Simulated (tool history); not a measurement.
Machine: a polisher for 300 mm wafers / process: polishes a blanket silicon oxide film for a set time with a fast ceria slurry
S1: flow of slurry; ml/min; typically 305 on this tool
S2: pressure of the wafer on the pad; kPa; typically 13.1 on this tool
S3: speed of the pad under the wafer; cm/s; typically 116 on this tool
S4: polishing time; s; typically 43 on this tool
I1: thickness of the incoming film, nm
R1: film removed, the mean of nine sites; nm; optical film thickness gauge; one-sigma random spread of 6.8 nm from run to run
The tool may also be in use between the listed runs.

run    hour   S1    S2   S3  S4      I1     R1
  1     0.0  305  13.1  116  43  3405.2  644.5
       15.8  -- head pressure recalibrated
  2    45.3  370  13.1  116  43  3407.0  607.8
  3    98.8  305  13.1  116  43  3422.3  587.1
      226.7  -- worn pad replaced by a new one
  4   327.5  305  13.1  116  43  3389.6  604.5
      343.7  -- slurry nozzle cleaned
  5   410.3  305  13.1  116  52  3438.1  732.7
  6   504.7  305  15.2  116  43  3516.3  727.8
  7   567.1  305  15.2  116  43  3398.9  737.6
  8   626.6  305  15.2  116  43  3455.3  747.1
  9   707.0  305  13.1  104  43  3481.7  590.7
      712.3  -- head pressure recalibrated
 10   802.5  305  13.1  104  43  3492.1  457.9
      815.6  -- worn pad replaced by a new one
 11   839.5  305   9.7   98  43  3449.7  314.6
 12   897.0  305   9.7   98  43  3421.6  314.1
 13   967.5  305   9.7   98  43  3373.1  318.5
     1029.3  -- slurry nozzle cleaned
 14  1039.1  280  13.1  116  43  3433.3  520.0
 15  1126.0  280  13.1  116  43  3425.4  519.1
 16  1233.7  305  13.1  116  43  3458.4  541.8
     1278.6  -- head pressure recalibrated, repeated, since the last time left the tool worse
     1330.7  -- worn pad replaced by a new one
 17  1337.8  305  13.1  116  43  3413.8  597.7
 18  1385.8  245  14.5  116  51  3429.6  766.5
 19  1454.4  350  13.1  116  43  3425.5  601.0
 20  1509.8  305  13.1  116  36  3506.9  512.8
 21  1556.9  305  13.1  116  43  3390.0  600.1
 22  1615.3  305  13.1   86  43  3421.5  465.6
 23  1651.6  305  13.1   86  43  3511.4  457.6
 24  1693.0  260  13.1  116  53  3422.5  747.3
     1740.0  -- slurry nozzle cleaned
 25  1783.0  305  13.1  116  51  3409.4  743.7
 26  1833.5  305  13.1  116  43  3403.8  636.4
 27  1908.6  305  13.1  116  43  3406.3  653.5

What does the tool deliver on the next run?
     1938.8  -- worn pad replaced by a new one
     1979.1  -- head pressure recalibrated
 28  2002.4  305  13.1  116  43  3374.7   ?

Run 28 gave R1 597.7 nm.
With no hidden state in the tool, this same run would have given R1 594.3 nm.
